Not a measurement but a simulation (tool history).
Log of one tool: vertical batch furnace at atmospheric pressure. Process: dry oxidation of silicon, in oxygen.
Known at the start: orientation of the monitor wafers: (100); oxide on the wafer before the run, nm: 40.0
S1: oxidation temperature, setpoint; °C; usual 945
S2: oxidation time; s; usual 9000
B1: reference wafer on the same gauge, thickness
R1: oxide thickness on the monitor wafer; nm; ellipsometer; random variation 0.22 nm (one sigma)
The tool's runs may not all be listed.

{"run": 1, "hour": 0.0, "S1": 945, "S2": 9000, "B1": 85.83, "R1": 80.14}
{"run": 2, "hour": 67.2, "S1": 945, "S2": 9000, "B1": 85.79, "R1": 80.49}
{"run": 3, "hour": 126.6, "S1": 945, "S2": 9000, "B1": 85.75, "R1": 80.62}
{"run": 4, "hour": 222.9, "S1": 945, "S2": 9000, "B1": 85.78, "R1": 80.8}
{"run": 5, "hour": 298.0, "S1": 945, "S2": 9000, "B1": 85.82, "R1": 80.78}
{"run": 6, "hour": 378.7, "S1": 945, "S2": 9000, "B1": 85.82, "R1": 80.44}
{"run": 7, "hour": 468.8, "S1": 937, "S2": 9000, "B1": 85.8, "R1": 77.21}
{"run": 8, "hour": 542.3, "S1": 937, "S2": 9000, "B1": 85.83, "R1": 77.23}
{"run": 9, "hour": 745.4, "S1": 945, "S2": 9000, "B1": 85.81, "R1": 81.19}
{"hour": 755.2, "done": "gauge calibrated"}
{"run": 10, "hour": 852.9, "S1": 945, "S2": 9000, "B1": 85.81, "R1": 80.99}
{"run": 11, "hour": 917.0, "S1": 945, "S2": 9000, "B1": 85.8, "R1": 81.16}
{"run": 12, "hour": 976.2, "S1": 945, "S2": 11040, "B1": 85.77, "R1": 89.72}
{"run": 13, "hour": 1034.1, "S1": 945, "S2": 11040, "B1": 85.79, "R1": 89.34}
{"run": 14, "hour": 1107.6, "S1": 945, "S2": 9000, "B1": 85.82, "R1": 81.45}
{"hour": 1171.3, "done": "boat lift adjusted"}
{"run": 15, "hour": 1171.8, "S1": 936, "S2": 11340, "B1": 85.8, "R1": 86.21}
{"run": 16, "hour": 1242.9, "S1": 961, "S2": 7140, "B1": 85.81, "R1": 79.61}

Forecast run 17:
{"run": 17, "hour": 1322.7, "S1": 938, "S2": 5190, "B1": "?", "R1": "?"}

Run 17 gave B1 85.82, R1 62.9 nm.
Without the tool's hidden state the same run would have given R1 61.68 nm.
